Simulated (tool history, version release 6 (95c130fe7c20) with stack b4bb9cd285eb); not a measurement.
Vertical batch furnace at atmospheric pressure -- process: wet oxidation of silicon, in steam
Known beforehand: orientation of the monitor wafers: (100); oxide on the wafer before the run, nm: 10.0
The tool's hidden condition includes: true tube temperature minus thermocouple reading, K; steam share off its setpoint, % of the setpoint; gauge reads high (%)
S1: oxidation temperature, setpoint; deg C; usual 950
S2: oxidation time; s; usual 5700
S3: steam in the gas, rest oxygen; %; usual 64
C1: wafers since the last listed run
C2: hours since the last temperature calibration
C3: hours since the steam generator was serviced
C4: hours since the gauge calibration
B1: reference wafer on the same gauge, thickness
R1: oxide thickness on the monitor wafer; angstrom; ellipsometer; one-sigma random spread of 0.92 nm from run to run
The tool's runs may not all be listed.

run,hour,S1,S2,S3,C1,C2,C3,C4,B1,R1
1,0,950,5040,64,0,1674.5,1675.8,573.9,297.88,2418.6
2,29.3,950,5700,64,410,1703.8,1705.1,603.2,298.07,2656.2
3,61.3,950,5700,64,447,1735.8,1737.1,635.2,298.01,2666.5
4,95.2,950,5700,64,474,1769.7,1771,669.1,297.94,2682.9
5,121.5,950,5700,64,368,1796,1797.3,695.4,298.06,2656.3
6,134.5,950,5700,64,181,1809,1810.3,708.4,297.97,2659.2
7,148.7,950,5700,64,198,1823.2,1824.5,722.6,297.98,2668.1
8,163.6,950,5700,64,208,1838.1,1839.4,737.5,298.08,2693.3
9,195.8,950,5700,64,450,1870.3,1871.6,769.7,297.99,2691.1
10,220.1,950,5700,64,340,1894.6,1895.9,794,297.96,2703.4
# hour 221.9: gauge calibrated
11,245.4,950,5700,64,354,1919.9,1921.2,23.5,297.83,2702.1
12,278.7,950,5700,64,466,1953.2,1954.5,56.8,297.88,2710.3
13,313,974,6450,64,480,1987.5,1988.8,91.1,298.16,3621.9
14,326.9,950,8010,74,194,2001.4,2002.7,105,297.93,3866.3
15,395.1,950,5700,64,954,2069.6,2070.9,173.2,298.04,2716.3
16,426.6,950,5700,64,440,2101.1,2102.4,204.7,298.06,2714.9
17,449.9,957,4740,64,326,2124.4,2125.7,228,298.04,2526.6
18,463.9,941,5700,64,195,2138.4,2139.7,242,298.1,2524.1
# hour 488.6: steam generator serviced
19,489.1,950,3330,64,16,2163.6,0.5,267.2,298.05,1813.6
# hour 515.3: thermocouples replaced and temperature profile calibrated
20,515.8,950,3810,64,37,0.5,27.2,293.9,297.7,1896
21,521.7,950,5700,64,82,6.4,33.1,299.8,297.98,2574.7
22,541,950,7560,64,270,25.7,52.4,319.1,297.99,3204.5
23,628.4,950,5700,60,1223,113.1,139.8,406.5,298.03,2465.8
24,652.4,950,5700,64,335,137.1,163.8,430.5,297.81,2597.1
25,676.4,927,3360,64,335,161.1,187.8,454.5,298,1355.9

What would each run have given without the hidden state, its run-to-run variation left as it was?
run,R1
1,2322.1
2,2549.6
3,2556.1
4,2568
5,2539.6
6,2540.9
7,2547.8
8,2570.1
9,2564.2
10,2573
11,2568.7
12,2572.5
13,3460.7
14,3681.3
15,2563.4
16,2557.9
17,2377.6
18,2370.7
19,1692.2
20,1877.2
21,2551.1
22,3176.8
23,2442.5
24,2572.6
25,1341.4
